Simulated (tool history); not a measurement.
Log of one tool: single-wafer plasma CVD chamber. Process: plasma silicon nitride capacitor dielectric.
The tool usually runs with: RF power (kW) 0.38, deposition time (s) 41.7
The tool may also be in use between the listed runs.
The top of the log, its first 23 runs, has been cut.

run    hour  RF power (kW)  deposition time (s)  wafers since the last listed run  hours since the last RF generator calibration  hours since the showerhead was replaced  hours since the gauge calibration  read-back reference wafer on the same gauge, thickness_nm  mean film thickness on the monitor wafer (angstrom)
 24  2003.8           0.32                 38.1                              1213                                            551                                    506.6                              309.4                                                     47.935                                               490.56
 25  2110.8           0.38                 49.5                              2122                                            658                                    613.6                              416.4                                                     47.868                                               666.52
 26  2176.5          0.415                 44.2                              1303                                          723.7                                    679.3                              482.1                                                     47.941                                               606.59
 27  2244.8           0.38                 41.7                              1354                                            792                                    747.6                              550.4                                                     47.917                                                561.5
 28  2343.8           0.38                 41.7                              1963                                            891                                    846.6                              649.4                                                     47.888                                               556.46
 29    2382           0.38                 41.7                               757                                          929.2                                    884.8                              687.6                                                     47.874                                               562.86
 30  2471.5           0.34                 39.5                              1775                                         1018.7                                    974.3                              777.1                                                     47.945                                                  514
 31  2527.7          0.445                 38.7                              1114                                         1074.9                                   1030.5                              833.3                                                     47.876                                               536.36

Alternative continuations, all from the tool just after run 31; predict every row:
  A  2528.1           0.38                 41.7                                 7                                         1075.3                                   1030.9                              833.7                                                          ?                                                    ?
  B  2528.1          0.335                 44.4                                 7                                         1075.3                                   1030.9                              833.7                                                          ?                                                    ?
  C  2528.1          0.345                 41.7                                 7                                         1075.3                                   1030.9                              833.7                                                          ?                                                    ?
  D  2528.1           0.38                 35.4                                 7                                         1075.3                                   1030.9                              833.7                                                          ?                                                    ?

run  read-back reference wafer on the same gauge, thickness_nm  mean film thickness on the monitor wafer (angstrom)
  A                                                     47.871                                               558.39
  B                                                     47.871                                               577.86
  C                                                     47.871                                                546.3
  D                                                     47.871                                               474.03
Had the tool no hidden state, the same runs would have come out as:
run  mean film thickness on the monitor wafer (angstrom)
  A                                               558.39
  B                                               577.86
  C                                                546.3
  D                                               474.03

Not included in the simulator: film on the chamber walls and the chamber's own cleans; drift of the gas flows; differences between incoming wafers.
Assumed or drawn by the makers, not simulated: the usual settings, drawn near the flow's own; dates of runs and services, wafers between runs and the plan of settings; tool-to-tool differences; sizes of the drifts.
